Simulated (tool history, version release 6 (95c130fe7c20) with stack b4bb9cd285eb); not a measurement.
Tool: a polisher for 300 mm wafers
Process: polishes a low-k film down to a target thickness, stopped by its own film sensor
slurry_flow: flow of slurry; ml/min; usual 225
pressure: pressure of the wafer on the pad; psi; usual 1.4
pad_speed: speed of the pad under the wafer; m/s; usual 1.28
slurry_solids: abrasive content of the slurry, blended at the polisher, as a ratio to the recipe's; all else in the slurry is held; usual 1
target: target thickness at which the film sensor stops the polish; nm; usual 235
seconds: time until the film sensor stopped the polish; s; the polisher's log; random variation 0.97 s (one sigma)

run,hour,slurry_flow,pressure,pad_speed,slurry_solids,target,"incoming thickness of the incoming film, nm",seconds
1,0,225,1.4,1.28,1,235,271.2,119.8
2,39,225,1.4,1.28,1,235,268.6,111.1
# hour 133.9: slurry blender recalibrated
# hour 148.7: worn pad replaced by a new one
3,150.2,250,1.4,1.28,1,235,266.3,104.8
# hour 198.1: head pressure recalibrated
4,198.6,250,1.4,1.28,1,235,271.4,118.7
5,269.1,250,1.4,1.28,1,235,265.4,99.3
6,305.1,225,1.4,1.28,1,235,272.8,126.4
# hour 339.2: slurry blender recalibrated
# hour 351.3: worn pad replaced by a new one
7,377,225,1.4,1.28,0.8,235,270.3,148.2
# hour 413.4: conditioning disc replaced and pad reconditioned
# hour 423.7: slurry nozzle cleaned
8,444.5,225,1.4,1.28,0.8,235,269.5,139.7
# hour 490.5: head pressure recalibrated
# hour 595.7: slurry blender recalibrated
9,601,225,1.4,1.28,1,235,265.9,101.4
# hour 614.9: worn pad replaced by a new one
10,663.2,225,1.3,1.46,1,235,269.3,111.1
11,734.2,225,1.4,1.02,0.8,235,267.3,161.8
# hour 829.3: head pressure recalibrated
# hour 842.9: slurry blender recalibrated
# hour 867.6: worn pad replaced by a new one
12,875.2,225,1,0.96,1.25,245,270.8,129.9
# hour 896.3: conditioning disc replaced and pad reconditioned
13,916.1,225,1.4,0.92,1,242,271.9,130
14,970.2,225,1.4,1.28,1.2,235,267.5,97.3
15,1001.9,155,1.4,1.04,0.75,224,269.2,263.4
16,1037.8,225,1.4,0.92,1,242,268.5,117.7
17,1062.3,225,1.4,1.28,1,235,269.6,122
# hour 1089.3: worn pad replaced by a new one
# hour 1093.6: slurry blender recalibrated
18,1112.2,225,1.4,1.28,0.8,244,270.4,113.2
# hour 1137.3: slurry nozzle cleaned
# hour 1159.3: head pressure recalibrated
19,1160.6,175,1.4,1.06,1.1,226,273,169.5

Forecast each of these 3 alternatives for the next run:
A,1161,225,1.4,1.28,1,235,269.6,?
B,1161,270,1.1,1.28,0.9,242,269.6,?
C,1161,160,1.4,1.28,1,238,269.6,?

run,seconds
A,112.4
B,121.9
C,108.8
Without the tool's hidden state the same runs would have given:
run,seconds
A,111.4
B,120.9
C,107.5
